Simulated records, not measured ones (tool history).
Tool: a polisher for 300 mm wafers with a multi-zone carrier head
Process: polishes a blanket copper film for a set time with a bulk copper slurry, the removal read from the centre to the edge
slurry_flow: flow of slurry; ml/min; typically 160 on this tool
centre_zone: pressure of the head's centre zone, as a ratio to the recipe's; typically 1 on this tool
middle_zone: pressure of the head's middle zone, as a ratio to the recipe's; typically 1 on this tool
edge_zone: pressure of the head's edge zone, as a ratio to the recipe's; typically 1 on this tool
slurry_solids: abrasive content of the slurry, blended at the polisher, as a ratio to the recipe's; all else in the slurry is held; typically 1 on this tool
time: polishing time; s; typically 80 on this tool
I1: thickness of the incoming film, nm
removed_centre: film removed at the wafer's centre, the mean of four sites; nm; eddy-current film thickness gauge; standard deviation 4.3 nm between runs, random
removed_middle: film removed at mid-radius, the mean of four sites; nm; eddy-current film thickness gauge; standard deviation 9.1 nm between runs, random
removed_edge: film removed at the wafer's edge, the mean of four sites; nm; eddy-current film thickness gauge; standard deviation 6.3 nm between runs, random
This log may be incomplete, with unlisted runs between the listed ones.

run 1 hour=0 | slurry_flow=160 centre_zone=1.06 middle_zone=1.12 edge_zone=0.95 slurry_solids=1 time=66 | I1=2078.8 | removed_centre=549.9 removed_middle=562.6 removed_edge=487.8
-- hour=19.2 centre zone pressure recalibrated
run 2 hour=25 | slurry_flow=160 centre_zone=1 middle_zone=1 edge_zone=1 slurry_solids=1 time=80 | I1=2042 | removed_centre=633.3 removed_middle=637.4 removed_edge=617.8
run 3 hour=42.6 | slurry_flow=130 centre_zone=1 middle_zone=1 edge_zone=1 slurry_solids=0.85 time=91 | I1=2054.8 | removed_centre=651 removed_middle=647.6 removed_edge=647.4
-- hour=61.3 worn pad replaced by a new one
run 4 hour=75.7 | slurry_flow=160 centre_zone=0.93 middle_zone=1 edge_zone=1.06 slurry_solids=0.8 time=80 | I1=2062.5 | removed_centre=549.9 removed_middle=586.3 removed_edge=603.8
run 5 hour=101.1 | slurry_flow=175 centre_zone=1 middle_zone=1 edge_zone=1 slurry_solids=1 time=80 | I1=2054.4 | removed_centre=634.2 removed_middle=626.1 removed_edge=622.5
run 6 hour=114 | slurry_flow=205 centre_zone=1 middle_zone=1.11 edge_zone=1.05 slurry_solids=1.25 time=80 | I1=2063.3 | removed_centre=682.2 removed_middle=746.5 removed_edge=681.3
-- hour=127.2 carrier head's membrane replaced by a new one
run 7 hour=137.5 | slurry_flow=160 centre_zone=1 middle_zone=1 edge_zone=1 slurry_solids=1 time=80 | I1=2072 | removed_centre=615.3 removed_middle=616.8 removed_edge=607.3
-- hour=146.2 edge zone pressure recalibrated
run 8 hour=170.1 | slurry_flow=160 centre_zone=1 middle_zone=1 edge_zone=1 slurry_solids=1 time=106 | I1=2024.3 | removed_centre=811.1 removed_middle=799.5 removed_edge=795.8
run 9 hour=195.3 | slurry_flow=200 centre_zone=0.92 middle_zone=1 edge_zone=0.9 slurry_solids=1 time=80 | I1=2005.1 | removed_centre=584.2 removed_middle=636.8 removed_edge=605.1
run 10 hour=231.1 | slurry_flow=160 centre_zone=1 middle_zone=1 edge_zone=1 slurry_solids=1 time=80 | I1=2039.8 | removed_centre=606.7 removed_middle=590.6 removed_edge=592.1
-- hour=240.1 worn pad replaced by a new one
run 11 hour=253.7 | slurry_flow=160 centre_zone=1 middle_zone=1 edge_zone=1 slurry_solids=1 time=80 | I1=2033.7 | removed_centre=587 removed_middle=592.5 removed_edge=598.1

Estimate the outcome of run 12 from the log above:
run 12 hour=270 | slurry_flow=160 centre_zone=1 middle_zone=1 edge_zone=1 slurry_solids=1 time=80 | I1=2055.3 | removed_centre=? removed_middle=? removed_edge=?

{"run 12": {"removed_centre": 588, "removed_middle": 597.4, "removed_edge": 595.7}}
Had the tool carried no hidden state, the very same run would have given removed_centre 634.5 nm, removed_middle 638.7 nm, removed_edge 624.7 nm.
